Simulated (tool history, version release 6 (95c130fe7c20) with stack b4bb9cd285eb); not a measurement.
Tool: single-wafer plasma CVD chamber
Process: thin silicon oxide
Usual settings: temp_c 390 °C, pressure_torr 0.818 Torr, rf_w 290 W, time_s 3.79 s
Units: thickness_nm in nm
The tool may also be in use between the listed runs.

run    hour  temp_c  pressure_torr  rf_w  time_s  read-back reference wafer on the same gauge, thickness_nm  thickness_nm
  1     0.0     390          0.761   290    3.79                                                      7.121         6.256
  2    58.9     390          0.761   290    3.79                                                      7.102         6.236
  3   119.7     390          0.818   330    3.79                                                      7.109         7.013
  4   203.6     390          0.818   330    3.79                                                      7.113         6.978
  5   285.1     390          0.818   290    3.79                                                      7.106         6.591
  6   346.5     390          0.818   290    3.79                                                      7.112         6.552
  7   568.1     390          0.818   290    3.79                                                      7.096         6.549
  8   713.2     390          0.818   290    3.51                                                      7.109         6.175
  9   803.4     390          0.818   325    4.10                                                      7.106         7.561
 10   890.6     400          0.818   290    3.79                                                      7.116         6.603
 11   952.7     390          0.818   290    3.17                                                      7.111         5.536
 12  1017.9     390          0.818   290    3.79                                                      7.105         6.616
 13  1071.8     390          0.818   290    3.79                                                      7.107         6.591
 14  1147.8     394          0.749   240    4.22                                                      7.109         6.146
 15  1185.3     390          0.818   290    3.79                                                      7.106         6.559
 16  1239.7     390          0.818   290    3.79                                                      7.112         6.544
 17  1326.9     390          0.660   290    4.05                                                      7.096         5.844
 18  1435.6     381          0.818   255    3.79                                                      7.107         6.317
 19  1474.3     395          0.687   335    4.52                                                      7.098         7.344
 20  1629.9     390          0.818   320    3.79                                                      7.106         6.959
 21  1718.5     390          0.818   290    3.79                                                      7.116         6.594
 22  1777.5     376          1.009   260    4.20                                                      7.111         8.112
 23  1838.9     390          0.818   265    3.79                                                      7.109         6.295
 24  1892.9     390          0.818   290    3.79                                                      7.099         6.583
 25  1999.3     390          0.818   290    3.49                                                      7.109         6.041
 26  2044.8     402          0.744   240    3.44                                                      7.113         4.947
 27  2185.9     403          0.818   290    3.79                                                      7.119         6.556
 28  2283.3     377          0.818   290    3.79                                                      7.105         6.601
 29  2329.1     376          0.759   335    3.19                                                      7.105         5.593

Taken out of this log: 6 entries between the listed runs. Where each belongs, and how the hidden state differs across it:
Between runs 2 and 3: capacitance manometer re-zeroed and calibrated (hour 119.2)
  delivered RF power above the setpoint (%): -3.23 -> -3.49
  measured less the result without the state, thickness_nm: -0.100 -> -0.115 nm
Between runs 6 and 7: thermocouple changed; heater temperature recalibrated (hour 505.9)
  delivered RF power above the setpoint (%): -4.1 -> -4.38
  measured less the result without the state, thickness_nm: -0.134 -> -0.144 nm
Between runs 7 and 8: RF generator calibrated (hour 602.4)
  delivered RF power above the setpoint (%): -4.38 -> -1.73
  measured less the result without the state, thickness_nm: -0.144 -> -0.052 nm
Between runs 15 and 16: showerhead replaced (hour 1223.8)
  delivered RF power above the setpoint (%): -4.06 -> -4.15
  measured less the result without the state, thickness_nm: -0.134 -> -0.136 nm
Between runs 17 and 18: RF generator calibrated (hour 1435.1)
  delivered RF power above the setpoint (%): -4.28 -> -0.648
  measured less the result without the state, thickness_nm: -0.125 -> -0.023 nm
Between runs 19 and 20: capacitance manometer re-zeroed and calibrated (hour 1520.3)
  delivered RF power above the setpoint (%): -1.17 -> -2.71
  measured less the result without the state, thickness_nm: -0.040 -> -0.088 nm
